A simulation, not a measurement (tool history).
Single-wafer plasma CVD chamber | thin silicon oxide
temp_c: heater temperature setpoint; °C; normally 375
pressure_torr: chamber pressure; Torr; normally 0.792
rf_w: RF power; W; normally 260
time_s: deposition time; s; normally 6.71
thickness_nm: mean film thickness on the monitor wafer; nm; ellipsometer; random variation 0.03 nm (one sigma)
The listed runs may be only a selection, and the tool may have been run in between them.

| run | hour | temp_c | pressure_torr | rf_w | time_s | wafers since the last listed run | hours since the last thermocouple change | hours since the last RF generator calibration | hours since the last manometer calibration | hours since the showerhead was replaced | hours since the gauge calibration | read-back reference wafer on the same gauge, thickness_nm | thickness_nm |
|---|---|---|---|---|---|---|---|---|---|---|---|---|---|
| 1 | 0 | 375 | 0.792 | 260 | 6.71 | 0 | 2013.7 | 641 | 1140.7 | 6590.7 | 391 | 10.5 | 11.107 |
|  | 30.8 | gauge calibrated |
| 2 | 47.9 | 375 | 0.792 | 260 | 6.71 | 979 | 2061.6 | 688.9 | 1188.6 | 6638.6 | 17.1 | 10.501 | 11.133 |
| 3 | 79.2 | 375 | 0.792 | 260 | 6.71 | 639 | 2092.9 | 720.2 | 1219.9 | 6669.9 | 48.4 | 10.505 | 11.13 |
| 4 | 103.2 | 375 | 0.792 | 260 | 7.3 | 490 | 2116.9 | 744.2 | 1243.9 | 6693.9 | 72.4 | 10.5 | 12.068 |
| 5 | 155.6 | 375 | 0.792 | 260 | 7.3 | 1071 | 2169.3 | 796.6 | 1296.3 | 6746.3 | 124.8 | 10.499 | 12.065 |
| 6 | 200.2 | 375 | 0.792 | 260 | 7.3 | 911 | 2213.9 | 841.2 | 1340.9 | 6790.9 | 169.4 | 10.502 | 12.028 |
|  | 244.1 | thermocouple changed; heater temperature recalibrated |
|  | 263.2 | RF generator calibrated |
| 7 | 263.7 | 375 | 0.792 | 260 | 6.71 | 971 | 19.6 | 0.5 | 1404.4 | 6854.4 | 232.9 | 10.505 | 11.373 |
| 8 | 326 | 375 | 0.792 | 260 | 6.71 | 1273 | 81.9 | 62.8 | 1466.7 | 6916.7 | 295.2 | 10.495 | 11.376 |
| 9 | 353.8 | 375 | 0.792 | 260 | 6.71 | 568 | 109.7 | 90.6 | 1494.5 | 6944.5 | 323 | 10.497 | 11.283 |
| 10 | 381.5 | 363 | 0.792 | 260 | 6.71 | 566 | 137.4 | 118.3 | 1522.2 | 6972.2 | 350.7 | 10.501 | 11.481 |
|  | 383.2 | gauge calibrated |
|  | 407.4 | showerhead replaced |
|  | 415 | capacitance manometer re-zeroed and calibrated |
| 11 | 441.9 | 375 | 0.792 | 260 | 7.3 | 915 | 197.8 | 178.7 | 26.9 | 34.5 | 58.7 | 10.501 | 12.348 |
| 12 | 487 | 375 | 0.792 | 280 | 5.55 | 921 | 242.9 | 223.8 | 72 | 79.6 | 103.8 | 10.5 | 9.625 |
| 13 | 512.4 | 384 | 0.985 | 305 | 7.92 | 519 | 268.3 | 249.2 | 97.4 | 105 | 129.2 | 10.505 | 16.335 |
| 14 | 564.8 | 375 | 0.689 | 260 | 6.27 | 1071 | 320.7 | 301.6 | 149.8 | 157.4 | 181.6 | 10.498 | 9.482 |
| 15 | 590.8 | 375 | 0.625 | 235 | 8.04 | 531 | 346.7 | 327.6 | 175.8 | 183.4 | 207.6 | 10.498 | 10.805 |
| 16 | 657.7 | 375 | 0.792 | 285 | 6.71 | 1367 | 413.6 | 394.5 | 242.7 | 250.3 | 274.5 | 10.504 | 11.623 |
| 17 | 691.7 | 375 | 0.792 | 260 | 7.82 | 695 | 447.6 | 428.5 | 276.7 | 284.3 | 308.5 | 10.499 | 13.067 |

Branching from run 17: 3 alternative next runs. What would each branch give?
| A | 692.1 | 375 | 0.792 | 260 | 6.71 | 8 | 448 | 428.9 | 277.1 | 284.7 | 308.9 | ? | ? |
| B | 692.1 | 387 | 0.637 | 310 | 6.71 | 8 | 448 | 428.9 | 277.1 | 284.7 | 308.9 | ? | ? |
| C | 692.1 | 375 | 0.724 | 260 | 6.71 | 8 | 448 | 428.9 | 277.1 | 284.7 | 308.9 | ? | ? |

| run | read-back reference wafer on the same gauge, thickness_nm | thickness_nm |
|---|---|---|
| A | 10.499 | 11.228 |
| B | 10.499 | 10.061 |
| C | 10.499 | 10.496 |
Without the tool's hidden state the same runs would have given:
| run | thickness_nm |
|---|---|
| A | 11.397 |
| B | 10.205 |
| C | 10.654 |
